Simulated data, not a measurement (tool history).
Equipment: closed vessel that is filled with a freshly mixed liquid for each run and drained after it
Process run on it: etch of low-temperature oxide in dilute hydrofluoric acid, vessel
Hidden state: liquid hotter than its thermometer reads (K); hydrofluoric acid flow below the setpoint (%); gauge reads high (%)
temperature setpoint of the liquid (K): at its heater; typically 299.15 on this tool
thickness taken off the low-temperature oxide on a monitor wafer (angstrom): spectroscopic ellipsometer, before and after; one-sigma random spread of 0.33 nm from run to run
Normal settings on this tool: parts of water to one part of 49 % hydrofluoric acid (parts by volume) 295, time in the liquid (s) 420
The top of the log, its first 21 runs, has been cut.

run,day,temperature setpoint of the liquid (K),parts of water to one part of 49 % hydrofluoric acid (parts by volume),time in the liquid (s),wafers since the last listed run,hours since the thermometer was replaced,hours since the hydrofluoric acid flow meter was replaced,hours since the gauge calibration,"read-back film thickness of the low-temperature oxide reference wafer, read on the same gauge (nm)",thickness taken off the low-temperature oxide on a monitor wafer (angstrom)
22,22.033,302.15,365,535,1378,237.9,102.6,134.5,100.04,466.8
23,23.188,295.15,295,420,1307,265.6,130.3,162.2,99.99,382.8
24,23.888,299.15,295,505,792,282.4,147.1,179,100.03,537.3
25,24.712,299.15,295,420,934,302.2,166.9,198.8,100.03,441.6
26,25.662,303.15,295,560,1075,325,189.7,221.6,100.01,671.1
27,26.317,304.15,335,420,740,340.7,205.4,237.3,99.99,430.8
28,26.892,303.65,150,255,651,354.5,219.2,251.1,100,719.7
29,27.504,299.15,295,420,693,369.2,233.9,265.8,100.03,438.2
30,28.812,299.15,295,420,1481,400.6,265.3,297.2,100.05,437.1
31,30.088,299.15,295,420,1444,431.2,295.9,327.8,100.01,430.7

Alternative continuations, all from the tool just after run 31; predict every row:
A,30.121,299.15,235,420,37,432,296.7,328.6,?,?
B,30.121,296.15,295,420,37,432,296.7,328.6,?,?
C,30.121,303.15,205,540,37,432,296.7,328.6,?,?

run,"read-back film thickness of the low-temperature oxide reference wafer, read on the same gauge (nm)",thickness taken off the low-temperature oxide on a monitor wafer (angstrom)
A,100.02,578.9
B,100.02,389.8
C,100.02,1015.5
With the hidden condition removed and each run's random variation left untouched, the same runs would have given:
run,thickness taken off the low-temperature oxide on a monitor wafer (angstrom)
A,609.9
B,411.2
C,1069.7
